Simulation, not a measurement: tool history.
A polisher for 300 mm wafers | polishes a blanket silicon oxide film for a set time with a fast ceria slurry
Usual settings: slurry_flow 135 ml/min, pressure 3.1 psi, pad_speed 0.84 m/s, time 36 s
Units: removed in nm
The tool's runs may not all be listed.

run    hour  slurry_flow  pressure  pad_speed  time  incoming thickness of the incoming film, nm  removed
  1     0.0          135       2.5       0.84    39                                       2506.7    465.4
  2    24.5          135       2.5       0.84    39                                       2478.1    458.7
       59.5  -- worn pad replaced by a new one
  3    84.2          135       3.1       0.84    40                                       2504.4    596.4
  4   111.0          135       3.1       0.84    40                                       2487.6    593.6
  5   179.2          135       3.1       0.84    36                                       2491.0    529.7
      279.9  -- worn pad replaced by a new one
  6   382.6          135       3.1       0.84    36                                       2522.3    546.0
      399.1  -- slurry nozzle cleaned
  7   427.4          135       3.1       0.84    36                                       2525.2    544.2
  8   465.0          135       3.1       0.84    36                                       2464.5    527.4
  9   494.4          155       3.1       0.84    36                                       2501.7    538.0
      508.9  -- worn pad replaced by a new one
 10   554.5          155       3.9       0.84    30                                       2475.3    598.8
 11   584.0          135       3.1       0.84    36                                       2489.3    553.9
 12   619.2          105       3.9       0.98    42                                       2496.6    862.8
 13   654.0           90       3.1       0.74    36                                       2500.6    470.5
      703.5  -- worn pad replaced by a new one
 14   720.3          135       3.1       0.84    32                                       2496.7    503.6
      818.0  -- head pressure recalibrated
 15   905.3          135       3.1       0.84    29                                       2486.7    405.3
      934.5  -- worn pad replaced by a new one
 16   946.1          135       3.1       0.84    36                                       2471.5    524.1
 17   987.7          135       3.9       0.84    36                                       2538.8    644.6
 18  1076.0          120       3.1       0.84    36                                       2527.5    506.2

Forecast each of these 3 alternatives for the next run:
  A  1076.4          135       3.1       0.84    43                                       2497.2        ?
  B  1076.4          135       2.6       0.84    29                                       2497.2        ?
  C  1076.4          135       3.5       0.58    48                                       2497.2        ?

run  removed
  A    626.3
  B    364.4
  C    577.4
Without the tool's hidden state the same runs would have given:
run  removed
  A    634.6
  B    369.2
  C    585.0

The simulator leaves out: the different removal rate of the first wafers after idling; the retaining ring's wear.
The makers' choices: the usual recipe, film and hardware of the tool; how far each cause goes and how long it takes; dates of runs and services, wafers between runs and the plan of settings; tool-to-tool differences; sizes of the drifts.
